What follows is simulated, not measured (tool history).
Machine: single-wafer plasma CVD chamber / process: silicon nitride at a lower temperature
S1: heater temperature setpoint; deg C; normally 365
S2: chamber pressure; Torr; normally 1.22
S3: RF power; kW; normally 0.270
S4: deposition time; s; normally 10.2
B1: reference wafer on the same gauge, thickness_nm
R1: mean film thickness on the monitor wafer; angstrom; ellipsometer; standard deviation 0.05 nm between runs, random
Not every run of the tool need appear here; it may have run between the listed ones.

{"run": 1, "hour": 0.0, "S1": 365, "S2": 1.22, "S3": 0.27, "S4": 10.2, "B1": 11.104, "R1": 105.06}
{"run": 2, "hour": 16.9, "S1": 365, "S2": 1.22, "S3": 0.27, "S4": 10.2, "B1": 11.087, "R1": 105.41}
{"run": 3, "hour": 27.6, "S1": 365, "S2": 1.22, "S3": 0.27, "S4": 10.2, "B1": 11.099, "R1": 105.51}
{"run": 4, "hour": 35.6, "S1": 365, "S2": 1.09, "S3": 0.27, "S4": 10.2, "B1": 11.11, "R1": 104.61}
{"run": 5, "hour": 45.5, "S1": 365, "S2": 1.09, "S3": 0.27, "S4": 10.2, "B1": 11.107, "R1": 104.41}
{"run": 6, "hour": 58.4, "S1": 365, "S2": 1.22, "S3": 0.27, "S4": 10.2, "B1": 11.09, "R1": 106.34}
{"run": 7, "hour": 67.2, "S1": 361, "S2": 1.22, "S3": 0.27, "S4": 11.6, "B1": 11.118, "R1": 120.48}
{"run": 8, "hour": 78.6, "S1": 373, "S2": 1.22, "S3": 0.285, "S4": 10.2, "B1": 11.106, "R1": 109.03}
{"run": 9, "hour": 86.6, "S1": 365, "S2": 1.34, "S3": 0.25, "S4": 9.5, "B1": 11.09, "R1": 95.85}
{"run": 10, "hour": 98.2, "S1": 365, "S2": 1.52, "S3": 0.27, "S4": 10.2, "B1": 11.095, "R1": 111.01}
{"run": 11, "hour": 106.4, "S1": 365, "S2": 1.22, "S3": 0.215, "S4": 10.2, "B1": 11.09, "R1": 91.3}
{"run": 12, "hour": 120.2, "S1": 365, "S2": 1.22, "S3": 0.27, "S4": 10.2, "B1": 11.096, "R1": 106.02}
{"run": 13, "hour": 135.0, "S1": 376, "S2": 1.39, "S3": 0.245, "S4": 8.8, "B1": 11.087, "R1": 87.16}
{"run": 14, "hour": 146.6, "S1": 365, "S2": 1.22, "S3": 0.27, "S4": 8.7, "B1": 11.109, "R1": 89.88}
{"run": 15, "hour": 158.5, "S1": 365, "S2": 1.22, "S3": 0.24, "S4": 10.2, "B1": 11.096, "R1": 98.12}
{"run": 16, "hour": 168.6, "S1": 373, "S2": 1.22, "S3": 0.27, "S4": 10.2, "B1": 11.1, "R1": 105.65}
{"run": 17, "hour": 183.5, "S1": 365, "S2": 1.22, "S3": 0.27, "S4": 10.2, "B1": 11.103, "R1": 106.0}
{"run": 18, "hour": 196.0, "S1": 352, "S2": 1.22, "S3": 0.27, "S4": 10.2, "B1": 11.09, "R1": 105.76}
{"run": 19, "hour": 204.8, "S1": 365, "S2": 1.07, "S3": 0.305, "S4": 11.8, "B1": 11.091, "R1": 129.45}
{"run": 20, "hour": 217.3, "S1": 353, "S2": 1.22, "S3": 0.325, "S4": 8.8, "B1": 11.095, "R1": 103.85}
{"run": 21, "hour": 235.0, "S1": 359, "S2": 1.08, "S3": 0.32, "S4": 12.1, "B1": 11.1, "R1": 136.81}
{"run": 22, "hour": 243.3, "S1": 365, "S2": 1.22, "S3": 0.27, "S4": 10.2, "B1": 11.092, "R1": 105.42}
{"run": 23, "hour": 253.8, "S1": 365, "S2": 1.22, "S3": 0.27, "S4": 9.0, "B1": 11.108, "R1": 92.68}
{"run": 24, "hour": 262.2, "S1": 365, "S2": 1.22, "S3": 0.27, "S4": 10.2, "B1": 11.085, "R1": 106.11}
{"run": 25, "hour": 274.8, "S1": 365, "S2": 1.06, "S3": 0.27, "S4": 10.2, "B1": 11.099, "R1": 103.14}
{"run": 26, "hour": 282.7, "S1": 365, "S2": 1.22, "S3": 0.245, "S4": 8.7, "B1": 11.105, "R1": 84.12}
{"run": 27, "hour": 298.1, "S1": 355, "S2": 1.48, "S3": 0.27, "S4": 10.2, "B1": 11.097, "R1": 109.53}
{"run": 28, "hour": 315.7, "S1": 365, "S2": 1.22, "S3": 0.27, "S4": 10.2, "B1": 11.105, "R1": 105.44}
{"run": 29, "hour": 327.3, "S1": 365, "S2": 1.22, "S3": 0.27, "S4": 10.2, "B1": 11.115, "R1": 106.18}
{"run": 30, "hour": 340.1, "S1": 365, "S2": 1.22, "S3": 0.27, "S4": 10.2, "B1": 11.105, "R1": 106.2}

Not shown here: 4 entries made in the log between runs. Locate each between two listed runs and compare the hidden state at the listed run before it with the hidden state at the listed run after it:
From run 1 to run 2: RF generator calibrated (hour 8.8); showerhead replaced (hour 16.4)
  the hidden state is the same at both runs
From run 4 to run 5: gauge calibrated (hour 43.2)
  the hidden state is the same at both runs
From run 15 to run 16: capacitance manometer re-zeroed and calibrated (hour 168.1)
  the hidden state is the same at both runs

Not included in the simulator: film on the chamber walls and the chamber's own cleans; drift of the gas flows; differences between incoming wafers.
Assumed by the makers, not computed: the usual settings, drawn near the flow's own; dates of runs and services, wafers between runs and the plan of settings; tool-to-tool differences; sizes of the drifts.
